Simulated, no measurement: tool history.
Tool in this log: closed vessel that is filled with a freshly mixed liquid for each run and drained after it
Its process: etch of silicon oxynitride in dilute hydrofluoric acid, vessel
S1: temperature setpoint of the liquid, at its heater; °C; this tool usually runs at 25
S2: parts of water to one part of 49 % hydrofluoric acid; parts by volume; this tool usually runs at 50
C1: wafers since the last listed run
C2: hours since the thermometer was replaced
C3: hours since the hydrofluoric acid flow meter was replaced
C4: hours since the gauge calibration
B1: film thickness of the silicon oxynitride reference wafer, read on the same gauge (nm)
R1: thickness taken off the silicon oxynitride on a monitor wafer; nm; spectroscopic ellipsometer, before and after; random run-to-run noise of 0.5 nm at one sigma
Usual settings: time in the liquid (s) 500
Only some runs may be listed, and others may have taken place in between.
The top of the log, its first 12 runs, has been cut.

{"run": 13, "hour": 988.8, "S1": 23.5, "S2": 70, "time in the liquid (s)": 395, "C1": 4200, "C2": 114.3, "C3": 458.5, "C4": 3540.6, "B1": 42.56, "R1": 28.96}
{"run": 14, "hour": 1028.1, "S1": 25, "S2": 40, "time in the liquid (s)": 500, "C1": 2025, "C2": 153.6, "C3": 497.8, "C4": 3579.9, "B1": 42.66, "R1": 72.15}
{"run": 15, "hour": 1125.3, "S1": 23.5, "S2": 70, "time in the liquid (s)": 395, "C1": 5009, "C2": 250.8, "C3": 595, "C4": 3677.1, "B1": 42.81, "R1": 29.31}
{"run": 16, "hour": 1216.7, "S1": 25, "S2": 50, "time in the liquid (s)": 500, "C1": 4710, "C2": 342.2, "C3": 686.4, "C4": 3768.5, "B1": 42.93, "R1": 56.94}
{"run": 17, "hour": 1261.9, "S1": 27.5, "S2": 50, "time in the liquid (s)": 205, "C1": 2329, "C2": 387.4, "C3": 731.6, "C4": 3813.7, "B1": 42.97, "R1": 26.22}
{"run": 18, "hour": 1369.4, "S1": 25, "S2": 50, "time in the liquid (s)": 350, "C1": 5540, "C2": 494.9, "C3": 839.1, "C4": 3921.2, "B1": 43.13, "R1": 40.26}
{"run": 19, "hour": 1475.0, "S1": 25, "S2": 50, "time in the liquid (s)": 260, "C1": 5442, "C2": 600.5, "C3": 944.7, "C4": 4026.8, "B1": 43.34, "R1": 29.85}
{"run": 20, "hour": 1523.6, "S1": 25, "S2": 50, "time in the liquid (s)": 230, "C1": 2504, "C2": 649.1, "C3": 993.3, "C4": 4075.4, "B1": 43.44, "R1": 26.5}
{"run": 21, "hour": 1623.2, "S1": 25, "S2": 50, "time in the liquid (s)": 645, "C1": 5132, "C2": 748.7, "C3": 1092.9, "C4": 4175, "B1": 43.63, "R1": 75.05}
{"hour": 1706.0, "done": "gauge calibrated"}
{"run": 22, "hour": 1712.0, "S1": 23.5, "S2": 65, "time in the liquid (s)": 500, "C1": 4576, "C2": 837.5, "C3": 1181.7, "C4": 6, "B1": 39.89, "R1": 36.97}
{"run": 23, "hour": 1808.8, "S1": 22.5, "S2": 70, "time in the liquid (s)": 500, "C1": 4988, "C2": 934.3, "C3": 1278.5, "C4": 102.8, "B1": 39.88, "R1": 32.79}
{"run": 24, "hour": 1891.0, "S1": 29, "S2": 75, "time in the liquid (s)": 690, "C1": 4236, "C2": 1016.5, "C3": 1360.7, "C4": 185, "B1": 39.9, "R1": 57.37}
{"run": 25, "hour": 1948.8, "S1": 25, "S2": 35, "time in the liquid (s)": 500, "C1": 2978, "C2": 1074.3, "C3": 1418.5, "C4": 242.8, "B1": 39.89, "R1": 76.63}
{"run": 26, "hour": 2034.9, "S1": 25, "S2": 50, "time in the liquid (s)": 500, "C1": 4437, "C2": 1160.4, "C3": 1504.6, "C4": 328.9, "B1": 39.92, "R1": 52.94}
{"run": 27, "hour": 2077.0, "S1": 23.5, "S2": 35, "time in the liquid (s)": 355, "C1": 2169, "C2": 1202.5, "C3": 1546.7, "C4": 371, "B1": 39.92, "R1": 50.16}
{"run": 28, "hour": 2113.9, "S1": 27.5, "S2": 50, "time in the liquid (s)": 375, "C1": 1901, "C2": 1239.4, "C3": 1583.6, "C4": 407.9, "B1": 39.92, "R1": 44.93}
{"run": 29, "hour": 2188.8, "S1": 21, "S2": 60, "time in the liquid (s)": 600, "C1": 3860, "C2": 1314.3, "C3": 1658.5, "C4": 482.8, "B1": 39.92, "R1": 43.37}
{"hour": 2249.2, "done": "thermometer replaced"}
{"run": 30, "hour": 2312.5, "S1": 27, "S2": 35, "time in the liquid (s)": 500, "C1": 6323, "C2": 63.3, "C3": 1782.2, "C4": 606.5, "B1": 39.95, "R1": 83.93}
{"run": 31, "hour": 2359.3, "S1": 23, "S2": 70, "time in the liquid (s)": 415, "C1": 2411, "C2": 110.1, "C3": 1829, "C4": 653.3, "B1": 39.98, "R1": 28.05}
{"run": 32, "hour": 2432.6, "S1": 25, "S2": 50, "time in the liquid (s)": 500, "C1": 3777, "C2": 183.4, "C3": 1902.3, "C4": 726.6, "B1": 39.95, "R1": 53.16}
{"run": 33, "hour": 2477.2, "S1": 25, "S2": 50, "time in the liquid (s)": 595, "C1": 2298, "C2": 228, "C3": 1946.9, "C4": 771.2, "B1": 40.02, "R1": 62.56}
{"run": 34, "hour": 2519.7, "S1": 21.5, "S2": 75, "time in the liquid (s)": 690, "C1": 2190, "C2": 270.5, "C3": 1989.4, "C4": 813.7, "B1": 40.05, "R1": 40.17}

Here are 3 independent what-if runs from the current tool condition. What would each one return?
{"run": "A", "hour": 2520.5, "S1": 25, "S2": 50, "time in the liquid (s)": 240, "C1": 41, "C2": 271.3, "C3": 1990.2, "C4": 814.5, "B1": "?", "R1": "?"}
{"run": "B", "hour": 2520.5, "S1": 25, "S2": 70, "time in the liquid (s)": 500, "C1": 41, "C2": 271.3, "C3": 1990.2, "C4": 814.5, "B1": "?", "R1": "?"}
{"run": "C", "hour": 2520.5, "S1": 25, "S2": 50, "time in the liquid (s)": 330, "C1": 41, "C2": 271.3, "C3": 1990.2, "C4": 814.5, "B1": "?", "R1": "?"}

run=A B1=40 R1=25.83
run=B B1=40 R1=37.77
run=C B1=40 R1=35.51
Without the tool's unlogged condition, the same runs would have read:
run=A R1=25.81
run=B R1=37.75
run=C R1=35.49

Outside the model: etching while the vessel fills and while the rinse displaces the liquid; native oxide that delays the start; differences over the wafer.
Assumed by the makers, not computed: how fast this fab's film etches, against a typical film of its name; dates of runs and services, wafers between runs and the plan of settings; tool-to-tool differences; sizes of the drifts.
